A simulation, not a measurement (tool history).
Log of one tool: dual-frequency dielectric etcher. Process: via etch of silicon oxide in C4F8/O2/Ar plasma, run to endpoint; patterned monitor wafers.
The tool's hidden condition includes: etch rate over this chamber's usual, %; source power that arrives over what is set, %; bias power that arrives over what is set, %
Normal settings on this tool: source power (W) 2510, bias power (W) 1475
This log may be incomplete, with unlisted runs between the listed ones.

run	hour	source power (W)	bias power (W)	wafers since the last listed run	hours since the last wet clean	hours since the last source power generator calibration	hours since the last bias power generator calibration	hours since the last upper electrode change	incoming incoming film thickness, nm	endpoint time (s)
1	0	2940	1475	0	45.9	3252.6	1203	5268.8	1160.5	198.4
2	30.7	2940	1475	145	76.6	3283.3	1233.7	5299.5	1166.2	198.9
3	86.5	2510	1475	264	132.4	3339.1	1289.5	5355.3	1144.9	204.2
4	124.4	2510	1475	179	170.3	3377	1327.4	5393.2	1154.4	206.9
5	183	2510	1475	277	228.9	3435.6	1386	5451.8	1150.3	204.5
6	209.2	2510	1760	124	255.1	3461.8	1412.2	5478	1152.6	190.9
7	280.8	2200	1386	339	326.7	3533.4	1483.8	5549.6	1162.2	219.3
# hour 316.3: source power generator calibrated
# hour 354.8: wet clean of the chamber
8	355.3	2510	1475	220	0.5	39	1558.3	5624.1	1154.8	209.6
# hour 399: upper electrode replaced
9	416.4	2510	1475	175	61.6	100.1	1619.4	17.4	1155.1	208.3
10	475.2	2930	1670	278	120.4	158.9	1678.2	76.2	1148.8	187.5
11	527	2210	1713	245	172.2	210.7	1730	128	1149	203.6
# hour 568.4: bias power generator calibrated
12	590.8	2510	1475	283	236	274.5	22.4	191.8	1148.3	203.5
13	622	2270	1378	147	267.2	305.7	53.6	223	1151	215.4
# hour 684.5: wet clean of the chamber
14	692.7	2290	1617	221	8.2	376.4	124.3	293.7	1139.7	207.3
15	725.2	3110	1149	153	40.7	408.9	156.8	326.2	1140.7	207.3
16	783.6	1950	1622	276	99.1	467.3	215.2	384.6	1152.8	219.5
17	839.8	3080	1312	266	155.3	523.5	271.4	440.8	1153.7	199.8
18	910.6	2510	1475	335	226.1	594.3	342.2	511.6	1158	205.3
19	965.6	2690	1271	260	281.1	649.3	397.2	566.6	1147.8	208.4

Alternative continuations, all from the tool just after run 19; predict every row:
A	966.1	2510	1475	2	281.6	649.8	397.7	567.1	1151.1	?
B	966.1	1970	1745	2	281.6	649.8	397.7	567.1	1151.1	?
C	966.1	2750	1724	2	281.6	649.8	397.7	567.1	1151.1	?
D	966.1	2290	1171	2	281.6	649.8	397.7	567.1	1151.1	?
E	966.1	2850	1347	2	281.6	649.8	397.7	567.1	1151.1	?

run	endpoint time (s)
A	202.3
B	207.9
C	185.5
D	226.5
E	199.2
Take away the tool's hidden state, keep each run's random variation, and the runs would have read:
run	endpoint time (s)
A	207.3
B	213
C	190.1
D	232.2
E	204.1
